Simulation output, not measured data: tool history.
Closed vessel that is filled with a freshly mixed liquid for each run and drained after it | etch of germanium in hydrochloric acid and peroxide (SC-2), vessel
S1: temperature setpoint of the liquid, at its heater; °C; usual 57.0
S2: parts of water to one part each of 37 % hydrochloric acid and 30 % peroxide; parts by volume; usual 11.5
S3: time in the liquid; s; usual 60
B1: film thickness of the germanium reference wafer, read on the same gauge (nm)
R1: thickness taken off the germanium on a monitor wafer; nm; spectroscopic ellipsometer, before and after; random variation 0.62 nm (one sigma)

{"run": 1, "hour": 0.0, "S1": 57.0, "S2": 11.5, "S3": 60, "B1": 40.76, "R1": 188.11}
{"hour": 19.1, "done": "gauge calibrated"}
{"run": 2, "hour": 183.1, "S1": 57.0, "S2": 11.5, "S3": 60, "B1": 40.16, "R1": 185.86}
{"run": 3, "hour": 236.7, "S1": 57.0, "S2": 9.5, "S3": 60, "B1": 40.23, "R1": 190.02}
{"run": 4, "hour": 294.4, "S1": 57.0, "S2": 9.5, "S3": 60, "B1": 40.37, "R1": 189.56}
{"hour": 313.1, "done": "chemicals flow meter replaced"}
{"run": 5, "hour": 365.2, "S1": 57.0, "S2": 9.5, "S3": 45, "B1": 40.46, "R1": 143.13}
{"run": 6, "hour": 398.0, "S1": 57.0, "S2": 9.5, "S3": 45, "B1": 40.41, "R1": 143.31}
{"run": 7, "hour": 433.6, "S1": 57.0, "S2": 9.5, "S3": 45, "B1": 40.5, "R1": 144.24}
{"hour": 491.1, "done": "thermometer replaced"}
{"run": 8, "hour": 535.4, "S1": 57.0, "S2": 11.5, "S3": 60, "B1": 40.61, "R1": 187.17}
{"hour": 622.9, "done": "gauge calibrated"}
{"hour": 692.0, "done": "new drum of peroxide connected"}
{"run": 9, "hour": 698.5, "S1": 54.5, "S2": 17.5, "S3": 45, "B1": 40.07, "R1": 121.21}
{"run": 10, "hour": 734.3, "S1": 57.0, "S2": 9.5, "S3": 60, "B1": 40.08, "R1": 188.62}
{"run": 11, "hour": 778.1, "S1": 57.0, "S2": 11.5, "S3": 80, "B1": 40.14, "R1": 247.76}

Run 12 comes next. What will it give?
{"run": 12, "hour": 846.2, "S1": 63.5, "S2": 15.0, "S3": 50, "B1": "?", "R1": "?"}

B1: 40.17
R1: 179.66 nm
Without the tool's hidden state the same run would have given R1 178.60 nm.
